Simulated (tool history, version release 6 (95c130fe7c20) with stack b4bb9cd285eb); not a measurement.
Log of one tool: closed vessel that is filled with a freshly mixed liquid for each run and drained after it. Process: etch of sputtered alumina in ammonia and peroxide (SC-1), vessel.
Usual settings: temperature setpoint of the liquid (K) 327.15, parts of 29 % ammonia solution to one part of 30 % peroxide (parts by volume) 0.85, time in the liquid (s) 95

| run | hour | temperature setpoint of the liquid (K) | parts of 29 % ammonia solution to one part of 30 % peroxide (parts by volume) | time in the liquid (s) | read-back film thickness of the sputtered alumina reference wafer, read on the same gauge (nm) | thickness taken off the sputtered alumina on a monitor wafer (angstrom) |
|---|---|---|---|---|---|---|
| 1 | 0 | 327.15 | 0.85 | 125 | 60.05 | 118.1 |
| 2 | 21.2 | 327.15 | 1 | 95 | 60 | 90.9 |
| 3 | 51.7 | 327.15 | 1 | 95 | 60.01 | 91.5 |
| 4 | 75.8 | 327.15 | 1 | 95 | 59.99 | 91 |
| 5 | 104 | 327.15 | 0.85 | 95 | 59.99 | 90.4 |
| 6 | 133.9 | 327.15 | 0.85 | 95 | 59.99 | 90.1 |
| 7 | 146.6 | 327.15 | 1.1 | 95 | 60.01 | 91.8 |
|  | 166.4 | new drum of ammonia solution connected |
| 8 | 170.6 | 327.15 | 0.85 | 95 | 60.02 | 90.3 |
| 9 | 198.3 | 327.15 | 0.85 | 95 | 59.99 | 90.9 |
| 10 | 216.3 | 327.15 | 0.85 | 95 | 60 | 91.1 |
| 11 | 242.2 | 327.15 | 0.85 | 95 | 60.05 | 90.8 |
|  | 265.7 | thermometer replaced |
| 12 | 267.2 | 334.65 | 0.85 | 95 | 60 | 116.4 |
| 13 | 295.1 | 327.15 | 0.85 | 95 | 59.95 | 78.3 |
| 14 | 326.3 | 327.15 | 0.55 | 95 | 59.98 | 75.8 |
|  | 341 | ammonia flow meter replaced |
| 15 | 350.3 | 333.65 | 1.2 | 125 | 60.02 | 152.8 |
| 16 | 375.9 | 327.15 | 0.85 | 95 | 60 | 79.1 |
|  | 386.7 | gauge calibrated |
| 17 | 477.4 | 317.65 | 0.85 | 110 | 59.99 | 54.3 |
| 18 | 496.5 | 324.15 | 0.75 | 125 | 60 | 88.2 |
| 19 | 522.6 | 336.65 | 0.45 | 95 | 59.99 | 121.6 |
|  | 541.3 | new drum of ammonia solution connected |
| 20 | 553.3 | 327.15 | 0.85 | 95 | 59.98 | 78.4 |
| 21 | 584.4 | 319.65 | 1.15 | 60 | 60 | 34.6 |
| 22 | 619.7 | 323.65 | 1.05 | 95 | 60 | 66.8 |
| 23 | 650.2 | 327.15 | 1 | 95 | 60.01 | 81 |
| 24 | 680 | 317.65 | 0.85 | 120 | 59.98 | 60.1 |
| 25 | 699 | 327.15 | 0.85 | 95 | 60 | 80.7 |
| 26 | 729 | 330.15 | 0.65 | 95 | 59.99 | 91.4 |
| 27 | 747.7 | 327.15 | 0.85 | 95 | 59.95 | 81.3 |
| 28 | 767.9 | 327.15 | 0.6 | 60 | 59.98 | 48.9 |

Forecast each of these 4 alternatives for the next run:
| A | 768.6 | 327.15 | 0.85 | 95 | ? | ? |
| B | 768.6 | 327.15 | 0.85 | 140 | ? | ? |
| C | 768.6 | 327.15 | 1.05 | 95 | ? | ? |
| D | 768.6 | 327.15 | 1.2 | 130 | ? | ? |

| run | read-back film thickness of the sputtered alumina reference wafer, read on the same gauge (nm) | thickness taken off the sputtered alumina on a monitor wafer (angstrom) |
|---|---|---|
| A | 59.98 | 80.2 |
| B | 59.98 | 118.3 |
| C | 59.98 | 81.9 |
| D | 59.98 | 113.5 |
Without the tool's hidden state the same runs would have given:
| run | thickness taken off the sputtered alumina on a monitor wafer (angstrom) |
|---|---|
| A | 77.8 |
| B | 114.6 |
| C | 79.3 |
| D | 109.9 |
